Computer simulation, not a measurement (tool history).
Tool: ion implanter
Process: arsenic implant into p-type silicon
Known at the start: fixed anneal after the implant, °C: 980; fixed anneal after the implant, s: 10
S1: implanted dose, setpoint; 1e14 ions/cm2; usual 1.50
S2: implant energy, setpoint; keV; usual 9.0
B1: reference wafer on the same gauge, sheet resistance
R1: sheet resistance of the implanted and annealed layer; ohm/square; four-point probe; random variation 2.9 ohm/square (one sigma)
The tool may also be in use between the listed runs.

run,hour,S1,S2,B1,R1
1,0.0,1.29,9.0,597.18,613.31
2,297.5,1.29,9.0,597.35,624.16
3,355.0,1.78,11.5,597.14,471.84
4,450.7,1.78,11.5,597.56,476.80
5,551.1,1.78,11.5,597.09,476.56
6,636.3,1.30,9.0,598.32,622.67
7,710.4,1.30,9.0,598.70,626.07
8,788.2,1.72,10.0,595.77,503.37
# hour 875.9: gauge calibrated
9,891.3,1.77,9.0,596.38,497.47
10,934.1,1.50,9.0,596.82,560.08
11,1011.9,1.50,9.0,597.65,567.57
12,1093.2,1.50,9.0,597.73,566.41
13,1139.1,1.50,9.0,596.81,569.15
14,1188.1,1.50,9.0,597.06,567.37
15,1259.9,1.50,9.0,596.56,570.24
16,1300.3,1.50,9.0,597.19,570.12
17,1361.6,1.50,9.0,596.17,568.53
# hour 1407.1: Faraday cup replaced and dose calibrated
18,1464.2,1.50,10.5,596.54,530.75
19,1504.2,1.29,9.0,595.72,616.40
20,1541.3,1.64,7.0,597.64,535.33
# hour 1589.8: extraction supply calibrated
21,1788.0,1.08,10.5,596.59,694.35
22,1960.7,1.50,9.0,597.64,560.92
23,2049.1,1.89,6.0,596.52,493.95
24,2119.6,1.50,9.0,595.34,562.60
25,2190.5,1.12,12.0,597.23,668.98
26,2295.5,1.82,9.0,596.15,489.97
27,2397.2,1.93,11.0,597.13,453.87
28,2494.5,1.50,9.0,596.49,560.66
29,2598.0,1.81,8.0,597.40,499.29
30,2685.3,1.73,11.0,596.63,495.96
# hour 2726.1: Faraday cup replaced and dose calibrated
31,2727.8,1.14,11.5,596.93,649.27
32,2775.2,1.50,9.0,597.43,542.34
33,2866.9,1.33,6.0,595.30,638.40
34,2929.9,1.29,10.0,599.17,611.87
35,3010.1,1.14,9.0,596.70,686.78
36,3112.0,1.77,9.0,597.77,495.77
37,3167.6,1.50,6.5,597.40,586.14
38,3273.8,1.85,11.0,597.43,468.00

3 ways to go on from here, each from the tool as it stands after run 38. What would each give?
A,3274.2,1.16,9.0,?,?
B,3274.2,1.22,11.0,?,?
C,3274.2,1.89,7.5,?,?

run,B1,R1
A,595.44,687.89
B,595.44,643.91
C,595.44,488.91
Without the tool's hidden state the same runs would have given:
run,R1
A,670.02
B,627.34
C,475.99
